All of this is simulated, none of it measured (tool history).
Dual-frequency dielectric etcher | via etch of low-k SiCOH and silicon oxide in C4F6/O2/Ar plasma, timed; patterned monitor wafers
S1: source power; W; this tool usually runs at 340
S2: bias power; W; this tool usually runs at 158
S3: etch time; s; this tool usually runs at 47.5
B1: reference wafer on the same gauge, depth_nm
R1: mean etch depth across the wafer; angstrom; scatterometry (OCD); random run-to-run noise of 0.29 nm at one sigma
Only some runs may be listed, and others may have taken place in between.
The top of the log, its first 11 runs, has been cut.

| run | day | S1 | S2 | S3 | B1 | R1 |
|---|---|---|---|---|---|---|
| 12 | 4.908 | 340 | 158 | 42.5 | 88.7 | 850 |
|  | 5.225 | gauge calibrated |
| 13 | 5.542 | 340 | 158 | 47.5 | 88.7 | 945 |
| 14 | 6.058 | 410 | 158 | 47.5 | 88.8 | 1006 |
|  | 7.079 | wet clean of the chamber |
| 15 | 7.100 | 340 | 158 | 47.5 | 88.6 | 978 |
| 16 | 7.212 | 340 | 158 | 42.0 | 88.7 | 872 |
| 17 | 7.621 | 300 | 158 | 47.5 | 88.7 | 950 |
| 18 | 8.296 | 340 | 177 | 52.0 | 88.6 | 1120 |
| 19 | 8.612 | 290 | 197 | 53.5 | 88.7 | 1147 |
| 20 | 9.308 | 340 | 158 | 47.5 | 88.7 | 980 |
| 21 | 10.021 | 340 | 158 | 60.5 | 88.6 | 1249 |
| 22 | 10.400 | 340 | 158 | 47.5 | 88.7 | 983 |
|  | 11.588 | wet clean of the chamber, repeated, since the last time left the tool worse |
| 23 | 11.608 | 340 | 158 | 54.5 | 88.8 | 1096 |
| 24 | 11.621 | 340 | 147 | 39.0 | 88.8 | 763 |
| 25 | 12.158 | 380 | 158 | 35.5 | 88.7 | 737 |
| 26 | 12.812 | 290 | 175 | 36.5 | 88.8 | 727 |
| 27 | 13.296 | 400 | 143 | 34.0 | 88.8 | 689 |
| 28 | 13.612 | 340 | 158 | 47.5 | 88.7 | 957 |
| 29 | 13.925 | 340 | 139 | 54.0 | 88.6 | 1024 |
| 30 | 14.421 | 380 | 158 | 37.0 | 88.7 | 769 |

Consider 4 possible next runs. They are alternatives, not a sequence: every one starts from the tool as it was left by run 30. What does each give?
| A | 14.438 | 320 | 158 | 47.5 | ? | ? |
| B | 14.438 | 280 | 158 | 54.5 | ? | ? |
| C | 14.438 | 380 | 180 | 54.5 | ? | ? |
| D | 14.438 | 340 | 181 | 47.5 | ? | ? |

| run | B1 | R1 |
|---|---|---|
| A | 88.7 | 935 |
| B | 88.7 | 1031 |
| C | 88.7 | 1190 |
| D | 88.7 | 1004 |
With no hidden state in the tool, these same runs would have given:
| run | R1 |
|---|---|
| A | 941 |
| B | 1038 |
| C | 1197 |
| D | 1010 |

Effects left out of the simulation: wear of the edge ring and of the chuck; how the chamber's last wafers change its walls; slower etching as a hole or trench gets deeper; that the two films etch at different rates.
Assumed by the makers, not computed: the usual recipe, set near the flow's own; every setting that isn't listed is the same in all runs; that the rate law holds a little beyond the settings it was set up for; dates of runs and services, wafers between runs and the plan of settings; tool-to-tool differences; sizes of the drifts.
